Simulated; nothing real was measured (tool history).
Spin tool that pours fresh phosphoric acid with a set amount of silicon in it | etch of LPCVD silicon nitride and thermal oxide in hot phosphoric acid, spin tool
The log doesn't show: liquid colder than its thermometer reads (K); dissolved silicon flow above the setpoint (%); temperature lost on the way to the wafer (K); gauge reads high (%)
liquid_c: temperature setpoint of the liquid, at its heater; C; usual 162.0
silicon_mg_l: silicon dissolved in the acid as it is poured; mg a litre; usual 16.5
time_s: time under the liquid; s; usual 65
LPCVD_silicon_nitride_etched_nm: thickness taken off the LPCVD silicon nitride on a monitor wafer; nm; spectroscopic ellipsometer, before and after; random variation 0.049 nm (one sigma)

run	hour	liquid_c	silicon_mg_l	time_s	wafers since the last listed run	hours since the thermometer was replaced	hours since the dissolved silicon flow meter was replaced	hours since the heated supply line was repaired	hours since the gauge calibration	read-back film thickness of the LPCVD silicon nitride reference wafer, read on the same gauge (nm)	LPCVD_silicon_nitride_etched_nm
1	0.0	162.0	16.5	65	0	1137.1	346.2	3583.7	370.0	70.05	5.57
2	52.4	162.0	16.5	65	380	1189.5	398.6	3636.1	422.4	69.99	5.56
3	118.1	162.0	16.5	65	476	1255.2	464.3	3701.8	488.1	70.01	5.65
4	178.7	162.0	16.5	65	439	1315.8	524.9	3762.4	548.7	70.03	5.53
5	222.7	162.0	16.5	65	319	1359.8	568.9	3806.4	592.7	69.98	5.46
# hour 228.1: dissolved silicon flow meter replaced
6	277.6	162.0	16.5	65	391	1414.7	49.5	3861.3	647.6	70.01	5.50
7	332.9	162.0	16.5	55	401	1470.0	104.8	3916.6	702.9	70.01	4.67
8	387.2	162.0	16.5	55	394	1524.3	159.1	3970.9	757.2	70.01	4.69
# hour 472.3: gauge calibrated
# hour 522.3: heated supply line repaired
9	568.2	162.0	16.5	55	1306	1705.3	340.1	45.9	95.9	70.02	4.38
10	615.0	162.0	16.5	65	339	1752.1	386.9	92.7	142.7	69.99	5.12
# hour 661.3: heated supply line repaired, repeated, since the last time left the tool worse
11	671.6	162.0	16.5	65	403	1808.7	443.5	10.3	199.3	69.99	5.99
12	707.4	164.5	16.5	65	259	1844.5	479.3	46.1	235.1	69.97	6.57
# hour 723.2: thermometer replaced
# hour 744.9: dissolved silicon flow meter replaced
13	745.5	164.5	7.5	35	262	22.3	0.6	84.2	273.2	69.98	3.52
14	784.5	161.0	9.0	50	283	61.3	39.6	123.2	312.2	69.99	4.49
15	852.8	162.0	16.5	55	495	129.6	107.9	191.5	380.5	70.04	5.13
16	905.6	160.0	16.5	55	383	182.4	160.7	244.3	433.3	69.98	4.73
17	931.1	164.0	12.5	105	185	207.9	186.2	269.8	458.8	69.98	10.38
18	975.8	162.0	27.0	35	324	252.6	230.9	314.5	503.5	70.02	3.23
19	1034.8	162.0	28.0	65	428	311.6	289.9	373.5	562.5	70.00	6.07

4 ways to go on from here, each from the tool as it stands after run 19. What would each give?
A	1035.2	162.0	4.5	65	2	312.0	290.3	373.9	562.9	?	?
B	1035.2	164.0	22.5	65	2	312.0	290.3	373.9	562.9	?	?
C	1035.2	164.0	10.5	100	2	312.0	290.3	373.9	562.9	?	?
D	1035.2	162.0	16.5	105	2	312.0	290.3	373.9	562.9	?	?

run	read-back film thickness of the LPCVD silicon nitride reference wafer, read on the same gauge (nm)	LPCVD_silicon_nitride_etched_nm
A	69.97	6.01
B	69.97	6.42
C	69.97	9.88
D	69.97	9.71
Without the tool's hidden state the same runs would have given:
run	LPCVD_silicon_nitride_etched_nm
A	6.11
B	6.53
C	10.04
D	9.87

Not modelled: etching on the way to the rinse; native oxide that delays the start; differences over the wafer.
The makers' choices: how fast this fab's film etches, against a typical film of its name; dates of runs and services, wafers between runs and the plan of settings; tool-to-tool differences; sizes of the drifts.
